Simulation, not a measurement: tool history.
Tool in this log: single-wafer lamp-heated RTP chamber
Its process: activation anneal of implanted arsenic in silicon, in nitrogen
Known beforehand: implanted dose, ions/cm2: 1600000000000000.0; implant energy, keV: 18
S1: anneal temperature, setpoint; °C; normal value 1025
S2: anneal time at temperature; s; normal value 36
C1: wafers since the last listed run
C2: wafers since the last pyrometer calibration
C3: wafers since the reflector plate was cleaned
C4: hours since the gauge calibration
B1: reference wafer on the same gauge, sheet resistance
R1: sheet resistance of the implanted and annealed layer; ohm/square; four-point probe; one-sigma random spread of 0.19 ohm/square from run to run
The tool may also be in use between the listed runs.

{"run": 1, "hour": 0.0, "S1": 1025, "S2": 50, "C1": 0, "C2": 2390, "C3": 646, "C4": 3195.2, "B1": 79.38, "R1": 82.78}
{"run": 2, "hour": 59.5, "S1": 1025, "S2": 36, "C1": 821, "C2": 3211, "C3": 1467, "C4": 3254.7, "B1": 79.39, "R1": 87.4}
{"run": 3, "hour": 102.5, "S1": 1025, "S2": 36, "C1": 593, "C2": 3805, "C3": 2061, "C4": 3297.7, "B1": 79.39, "R1": 86.92}
{"run": 4, "hour": 159.0, "S1": 1025, "S2": 36, "C1": 780, "C2": 4585, "C3": 2841, "C4": 3354.2, "B1": 79.41, "R1": 87.0}
{"run": 5, "hour": 263.6, "S1": 1025, "S2": 48, "C1": 1444, "C2": 6029, "C3": 4285, "C4": 3458.8, "B1": 79.38, "R1": 82.25}
{"run": 6, "hour": 343.7, "S1": 1025, "S2": 48, "C1": 1105, "C2": 7135, "C3": 5391, "C4": 3538.9, "B1": 79.42, "R1": 82.44}
{"run": 7, "hour": 379.8, "S1": 1025, "S2": 36, "C1": 498, "C2": 7633, "C3": 5889, "C4": 3575.0, "B1": 79.38, "R1": 86.33}
{"run": 8, "hour": 420.7, "S1": 1025, "S2": 36, "C1": 564, "C2": 8198, "C3": 6454, "C4": 3615.9, "B1": 79.39, "R1": 85.92}
{"hour": 493.4, "done": "pyrometer window cleaned and pyrometer calibrated"}
{"run": 9, "hour": 526.3, "S1": 1025, "S2": 36, "C1": 1347, "C2": 454, "C3": 7802, "C4": 3721.5, "B1": 79.37, "R1": 87.92}
{"run": 10, "hour": 585.3, "S1": 1025, "S2": 43, "C1": 814, "C2": 1269, "C3": 8616, "C4": 3780.5, "B1": 79.41, "R1": 84.73}
{"run": 11, "hour": 671.7, "S1": 1025, "S2": 43, "C1": 1192, "C2": 2462, "C3": 9809, "C4": 3866.9, "B1": 79.39, "R1": 84.79}
{"run": 12, "hour": 768.5, "S1": 1025, "S2": 36, "C1": 1336, "C2": 3798, "C3": 11146, "C4": 3963.7, "B1": 79.39, "R1": 87.03}
{"hour": 784.0, "done": "gauge calibrated"}
{"run": 13, "hour": 838.3, "S1": 1013, "S2": 27, "C1": 963, "C2": 4762, "C3": 12109, "C4": 54.3, "B1": 79.41, "R1": 96.22}
{"hour": 864.6, "done": "reflector plate cleaned"}
{"run": 14, "hour": 886.8, "S1": 1025, "S2": 36, "C1": 559, "C2": 5321, "C3": 306, "C4": 102.8, "B1": 79.36, "R1": 86.97}
{"run": 15, "hour": 969.8, "S1": 1025, "S2": 36, "C1": 1145, "C2": 6467, "C3": 1452, "C4": 185.8, "B1": 79.38, "R1": 86.73}
{"run": 16, "hour": 1040.3, "S1": 1031, "S2": 36, "C1": 973, "C2": 7440, "C3": 2425, "C4": 256.3, "B1": 79.37, "R1": 84.4}
{"run": 17, "hour": 1134.6, "S1": 1025, "S2": 36, "C1": 1301, "C2": 8742, "C3": 3727, "C4": 350.6, "B1": 79.39, "R1": 85.79}
{"hour": 1194.7, "done": "pyrometer window cleaned and pyrometer calibrated"}
{"run": 18, "hour": 1231.3, "S1": 1025, "S2": 36, "C1": 1224, "C2": 504, "C3": 4952, "C4": 447.3, "B1": 79.37, "R1": 88.3}
{"run": 19, "hour": 1314.4, "S1": 1025, "S2": 21, "C1": 1147, "C2": 1651, "C3": 6099, "C4": 530.4, "B1": 79.38, "R1": 96.12}
{"run": 20, "hour": 1370.1, "S1": 1035, "S2": 52, "C1": 769, "C2": 2421, "C3": 6868, "C4": 586.1, "B1": 79.4, "R1": 79.06}
{"run": 21, "hour": 1467.4, "S1": 1003, "S2": 47, "C1": 1343, "C2": 3764, "C3": 8211, "C4": 683.4, "B1": 79.39, "R1": 92.16}
{"run": 22, "hour": 1516.1, "S1": 1051, "S2": 27, "C1": 672, "C2": 4436, "C3": 8884, "C4": 732.1, "B1": 79.4, "R1": 82.14}
{"run": 23, "hour": 1600.2, "S1": 1025, "S2": 36, "C1": 1161, "C2": 5597, "C3": 10045, "C4": 816.2, "B1": 79.39, "R1": 86.9}
{"run": 24, "hour": 1706.5, "S1": 1025, "S2": 25, "C1": 1467, "C2": 7065, "C3": 11513, "C4": 922.5, "B1": 79.39, "R1": 92.07}
{"run": 25, "hour": 1795.4, "S1": 1025, "S2": 36, "C1": 1227, "C2": 8292, "C3": 12740, "C4": 1011.4, "B1": 79.43, "R1": 86.37}
{"hour": 1829.5, "done": "reflector plate cleaned"}
{"run": 26, "hour": 1853.3, "S1": 996, "S2": 48, "C1": 688, "C2": 8981, "C3": 327, "C4": 1069.3, "B1": 79.37, "R1": 93.76}
{"hour": 1868.1, "done": "pyrometer window cleaned and pyrometer calibrated"}
{"run": 27, "hour": 1914.9, "S1": 1037, "S2": 16, "C1": 740, "C2": 646, "C3": 1067, "C4": 1130.9, "B1": 79.42, "R1": 96.08}
{"run": 28, "hour": 2000.7, "S1": 1025, "S2": 51, "C1": 1184, "C2": 1830, "C3": 2252, "C4": 1216.7, "B1": 79.42, "R1": 83.16}
{"run": 29, "hour": 2053.4, "S1": 1025, "S2": 36, "C1": 727, "C2": 2558, "C3": 2980, "C4": 1269.4, "B1": 79.38, "R1": 87.66}
{"run": 30, "hour": 2126.4, "S1": 1025, "S2": 36, "C1": 1007, "C2": 3566, "C3": 3988, "C4": 1342.4, "B1": 79.38, "R1": 87.41}
{"run": 31, "hour": 2208.3, "S1": 1025, "S2": 36, "C1": 1130, "C2": 4697, "C3": 5118, "C4": 1424.3, "B1": 79.42, "R1": 87.31}
{"run": 32, "hour": 2298.8, "S1": 1048, "S2": 28, "C1": 1249, "C2": 5946, "C3": 6368, "C4": 1514.8, "B1": 79.36, "R1": 82.81}
{"run": 33, "hour": 2372.9, "S1": 1008, "S2": 36, "C1": 1023, "C2": 6969, "C3": 7391, "C4": 1588.9, "B1": 79.38, "R1": 93.59}
{"hour": 2441.6, "done": "pyrometer window cleaned and pyrometer calibrated"}
{"run": 34, "hour": 2472.1, "S1": 995, "S2": 18, "C1": 1259, "C2": 421, "C3": 8650, "C4": 1688.1, "B1": 79.44, "R1": 112.5}
{"run": 35, "hour": 2558.1, "S1": 996, "S2": 52, "C1": 1187, "C2": 1608, "C3": 9837, "C4": 1774.1, "B1": 79.38, "R1": 94.47}
{"run": 36, "hour": 2627.4, "S1": 1025, "S2": 16, "C1": 956, "C2": 2565, "C3": 10794, "C4": 1843.4, "B1": 79.43, "R1": 99.55}

List, for all runs, the conditions of the tool that the log does not record:
wafer temperature error from the tarnished reflector plate, K: 0, the same for each run
gauge reads high (%): 0, the same for each run
H1: true wafer temperature minus pyrometer reading, K
run=1 H1=2.37
run=2 H1=2.86
run=3 H1=3.21
run=4 H1=3.68
run=5 H1=4.54
run=6 H1=5.2
run=7 H1=5.49
run=8 H1=5.83
run=9 H1=1.04
run=10 H1=1.52
run=11 H1=2.23
run=12 H1=3.03
run=13 H1=3.6
run=14 H1=4
run=15 H1=4.69
run=16 H1=5.27
run=17 H1=6.04
run=18 H1=0.534
run=19 H1=1.22
run=20 H1=1.68
run=21 H1=2.48
run=22 H1=2.88
run=23 H1=3.57
run=24 H1=4.44
run=25 H1=5.17
run=26 H1=5.65
run=27 H1=0.527
run=28 H1=1.23
run=29 H1=1.67
run=30 H1=2.27
run=31 H1=2.94
run=32 H1=3.68
run=33 H1=4.29
run=34 H1=1.43
run=35 H1=2.14
run=36 H1=2.71
